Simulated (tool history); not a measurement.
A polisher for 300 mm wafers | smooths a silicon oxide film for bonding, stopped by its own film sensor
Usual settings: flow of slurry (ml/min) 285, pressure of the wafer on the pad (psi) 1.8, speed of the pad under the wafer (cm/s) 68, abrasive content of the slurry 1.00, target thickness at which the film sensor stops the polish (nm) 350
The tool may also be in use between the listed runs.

| run | hour | flow of slurry (ml/min) | pressure of the wafer on the pad (psi) | speed of the pad under the wafer (cm/s) | abrasive content of the slurry | target thickness at which the film sensor stops the polish (nm) | incoming thickness of the incoming film, nm | time until the film sensor stopped the polish (s) |
|---|---|---|---|---|---|---|---|---|
| 1 | 0.0 | 285 | 1.8 | 68 | 1.00 | 350 | 387.5 | 107.8 |
|  | 9.9 | slurry blender recalibrated |
| 2 | 12.1 | 285 | 1.8 | 68 | 1.00 | 350 | 392.9 | 124.4 |
| 3 | 22.4 | 285 | 1.8 | 68 | 1.00 | 350 | 391.2 | 120.8 |
| 4 | 31.2 | 285 | 1.8 | 68 | 1.25 | 350 | 387.1 | 100.0 |
|  | 38.7 | worn pad replaced by a new one |
| 5 | 41.5 | 285 | 1.8 | 68 | 1.25 | 350 | 387.0 | 90.6 |
| 6 | 51.7 | 285 | 1.7 | 54 | 1.00 | 350 | 385.9 | 120.4 |
| 7 | 61.8 | 285 | 1.7 | 54 | 1.00 | 350 | 397.5 | 163.0 |
| 8 | 68.6 | 310 | 1.8 | 68 | 1.00 | 350 | 388.5 | 105.3 |
| 9 | 80.4 | 310 | 1.8 | 68 | 1.00 | 350 | 392.5 | 120.1 |
|  | 90.3 | head pressure recalibrated |
| 10 | 94.9 | 285 | 1.8 | 68 | 1.00 | 343 | 385.2 | 122.5 |
| 11 | 105.7 | 285 | 1.8 | 68 | 1.00 | 350 | 383.5 | 98.2 |
|  | 113.4 | worn pad replaced by a new one |
| 12 | 113.9 | 285 | 1.8 | 68 | 1.00 | 350 | 389.5 | 102.1 |
| 13 | 128.5 | 285 | 1.8 | 68 | 1.20 | 350 | 391.4 | 103.8 |
| 14 | 143.3 | 285 | 1.8 | 68 | 1.00 | 350 | 397.0 | 129.4 |
| 15 | 151.4 | 285 | 1.8 | 60 | 1.00 | 350 | 396.6 | 143.5 |
|  | 160.2 | slurry nozzle cleaned |
|  | 160.2 | slurry blender recalibrated |
| 16 | 164.3 | 285 | 1.8 | 48 | 1.00 | 356 | 388.0 | 123.7 |
| 17 | 174.3 | 190 | 1.2 | 68 | 0.75 | 350 | 391.1 | 187.3 |
|  | 179.3 | worn pad replaced by a new one |
| 18 | 190.7 | 285 | 1.8 | 60 | 1.00 | 336 | 388.4 | 151.8 |
| 19 | 200.0 | 255 | 2.0 | 90 | 0.75 | 350 | 388.8 | 90.8 |
| 20 | 210.2 | 255 | 1.8 | 68 | 0.80 | 350 | 385.3 | 112.3 |
| 21 | 226.0 | 285 | 1.8 | 76 | 1.15 | 343 | 389.0 | 111.6 |
| 22 | 233.3 | 285 | 1.8 | 68 | 1.00 | 350 | 384.5 | 99.0 |
|  | 245.4 | worn pad replaced by a new one |
| 23 | 250.3 | 285 | 1.8 | 68 | 1.00 | 350 | 388.2 | 101.7 |
| 24 | 258.0 | 325 | 2.3 | 68 | 1.00 | 350 | 386.1 | 81.6 |
| 25 | 265.3 | 230 | 1.8 | 68 | 1.00 | 350 | 390.5 | 115.4 |
| 26 | 275.7 | 285 | 1.8 | 68 | 1.00 | 350 | 388.3 | 106.4 |

Forecast each of these 5 alternatives for the next run:
| A | 276.2 | 285 | 1.8 | 68 | 1.00 | 350 | 387.1 | ? |
| B | 276.2 | 285 | 1.8 | 54 | 1.20 | 355 | 387.1 | ? |
| C | 276.2 | 285 | 1.8 | 46 | 1.00 | 342 | 387.1 | ? |
| D | 276.2 | 235 | 1.8 | 68 | 1.00 | 343 | 387.1 | ? |
| E | 276.2 | 230 | 2.0 | 68 | 1.25 | 350 | 387.1 | ? |

| run | time until the film sensor stopped the polish (s) |
|---|---|
| A | 103.7 |
| B | 99.7 |
| C | 172.4 |
| D | 126.1 |
| E | 90.2 |
Without the tool's hidden state the same runs would have given:
| run | time until the film sensor stopped the polish (s) |
|---|---|
| A | 96.8 |
| B | 93.0 |
| C | 160.9 |
| D | 117.7 |
| E | 84.1 |
